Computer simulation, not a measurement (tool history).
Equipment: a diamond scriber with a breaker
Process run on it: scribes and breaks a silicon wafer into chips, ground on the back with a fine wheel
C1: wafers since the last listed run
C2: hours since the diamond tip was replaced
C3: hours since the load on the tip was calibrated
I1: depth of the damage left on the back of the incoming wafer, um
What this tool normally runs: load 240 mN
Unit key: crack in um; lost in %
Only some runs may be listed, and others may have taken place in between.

run 1 hour=0 | load=240 | C1=0 C2=743.7 C3=370.8 | I1=2.89 | crack=13.52 lost=2.38
run 2 hour=44.5 | load=240 | C1=97 C2=788.2 C3=415.3 | I1=2.29 | crack=13.85 lost=2.02
run 3 hour=123.3 | load=240 | C1=173 C2=867 C3=494.1 | I1=2.17 | crack=13.5 lost=1.88
run 4 hour=166.2 | load=240 | C1=94 C2=909.9 C3=537 | I1=2.07 | crack=13.87 lost=1.83
run 5 hour=238.3 | load=240 | C1=158 C2=982 C3=609.1 | I1=1.79 | crack=14.09 lost=1.62
-- hour=253.9 load on the tip recalibrated
-- hour=259.9 diamond tip replaced by a new one
run 6 hour=285.8 | load=240 | C1=95 C2=25.9 C3=31.9 | I1=2.7 | crack=13.63 lost=2.08
run 7 hour=322.1 | load=240 | C1=79 C2=62.2 C3=68.2 | I1=2.65 | crack=13.47 lost=2.22
run 8 hour=385.4 | load=240 | C1=139 C2=125.5 C3=131.5 | I1=2.91 | crack=13.33 lost=2.36
run 9 hour=467.2 | load=240 | C1=180 C2=207.3 C3=213.3 | I1=2.02 | crack=13.71 lost=1.95
run 10 hour=543.7 | load=240 | C1=168 C2=283.8 C3=289.8 | I1=2.97 | crack=13.08 lost=2.29
run 11 hour=650.6 | load=240 | C1=235 C2=390.7 C3=396.7 | I1=2.05 | crack=13.73 lost=1.88
run 12 hour=716.3 | load=240 | C1=144 C2=456.4 C3=462.4 | I1=2.27 | crack=13.94 lost=1.8
run 13 hour=754 | load=240 | C1=83 C2=494.1 C3=500.1 | I1=1.64 | crack=14 lost=1.64
-- hour=823.5 load on the tip recalibrated
run 14 hour=843.7 | load=240 | C1=193 C2=583.8 C3=20.2 | I1=2.33 | crack=13.34 lost=2.15
run 15 hour=932.8 | load=270 | C1=196 C2=672.9 C3=109.3 | I1=2.25 | crack=13.99 lost=1.84
run 16 hour=1013.8 | load=240 | C1=178 C2=753.9 C3=190.3 | I1=1.75 | crack=13.18 lost=1.86
run 17 hour=1071.3 | load=174 | C1=126 C2=811.4 C3=247.8 | I1=1.58 | crack=11.57 lost=6.79
run 18 hour=1113.3 | load=197 | C1=92 C2=853.4 C3=289.8 | I1=2.72 | crack=12.01 lost=4.57
run 19 hour=1171.4 | load=240 | C1=127 C2=911.5 C3=347.9 | I1=2.03 | crack=13.25 lost=2.01
run 20 hour=1266.8 | load=195 | C1=210 C2=1006.9 C3=443.3 | I1=2.04 | crack=11.84 lost=3.98
run 21 hour=1360.5 | load=275 | C1=206 C2=1100.6 C3=537 | I1=1.98 | crack=14.3 lost=1.95
run 22 hour=1404.2 | load=176 | C1=96 C2=1144.3 C3=580.7 | I1=1.57 | crack=11.44 lost=6.54
run 23 hour=1441.3 | load=240 | C1=81 C2=1181.4 C3=617.8 | I1=2.31 | crack=13.51 lost=2.03

Run 24, settings as shown, results not yet in. Your forecast:
run 24 hour=1499.6 | load=240 | C1=128 C2=1239.7 C3=676.1 | I1=2.91 | crack=? lost=?

Run 24 yielded crack 13.44 um, lost 2.54 %.
The same run, on a tool lacking any hidden state, would have yielded crack 13.77 um, lost 2.41 %.
